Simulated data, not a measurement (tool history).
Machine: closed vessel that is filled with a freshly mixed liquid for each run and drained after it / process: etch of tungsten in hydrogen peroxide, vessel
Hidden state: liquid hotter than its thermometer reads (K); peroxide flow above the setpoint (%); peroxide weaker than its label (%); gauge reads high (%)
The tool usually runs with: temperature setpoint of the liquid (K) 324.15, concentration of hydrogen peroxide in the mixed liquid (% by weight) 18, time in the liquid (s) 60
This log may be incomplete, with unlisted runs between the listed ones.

run,day,temperature setpoint of the liquid (K),concentration of hydrogen peroxide in the mixed liquid (% by weight),time in the liquid (s),wafers since the last listed run,hours since the thermometer was replaced,hours since the peroxide flow meter was replaced,hours since the drum of peroxide was connected,hours since the gauge calibration,"read-back film thickness of the tungsten reference wafer, read on the same gauge (nm)",thickness taken off the tungsten on a monitor wafer (angstrom)
1,0,324.15,18,60,0,490.6,248.6,3.1,140.6,129.99,1817.3
2,8.05,324.15,18,60,15471,683.8,441.8,196.3,333.8,130,1798.3
3,9.667,324.15,18,60,3107,722.6,480.6,235.1,372.6,130,1798.8
# day 10.917: new drum of peroxide connected
4,11.408,324.15,18,50,3267,764.4,522.4,11.8,414.4,129.99,1522.8
# day 12.612: peroxide flow meter replaced
# day 13.938: thermometer replaced
5,14.121,324.15,18,50,5052,4.4,36.2,76.9,479.5,129.99,1520.2
6,15.329,324.15,16,60,2322,33.4,65.2,105.9,508.5,130,1707.9
7,17.604,324.15,16,60,4372,88,119.8,160.5,563.1,130,1704.5
8,18.929,316.65,18,60,2546,119.8,151.6,192.3,594.9,130.01,1130.3
# day 19.233: gauge calibrated
9,20.321,324.15,21,40,2674,153.2,185,225.7,26.1,130,1309.3
10,22.262,330.15,15.5,70,3731,199.8,231.6,272.3,72.7,130.03,2778.3
# day 24.379: new drum of peroxide connected
11,24.408,324.15,18,60,4043,251.3,283.1,0.7,124.2,129.98,1821.4
12,26.104,316.15,22.5,45,3259,292,323.8,41.4,164.9,130.02,919.5
13,27.117,324.15,18,60,1945,316.3,348.1,65.7,189.2,129.97,1823.9
14,29.992,324.15,18,60,5525,385.3,417.1,134.7,258.2,130.01,1823.7
15,32.817,324.15,13,60,5429,453.1,484.9,202.5,326,129.98,1532

Run-by-run hidden state of the tool:
liquid hotter than its thermometer reads (K): 0 across all the runs
peroxide flow above the setpoint (%): 0 across all the runs
gauge reads high (%): 0 across all the runs
H1: peroxide weaker than its label (%)
run,H1
1,0.207
2,2.64
3,3.13
4,0.627
5,1.45
6,1.81
7,2.5
8,2.9
9,3.32
10,3.91
11,0.0449
12,0.558
13,0.864
14,1.73
15,2.59
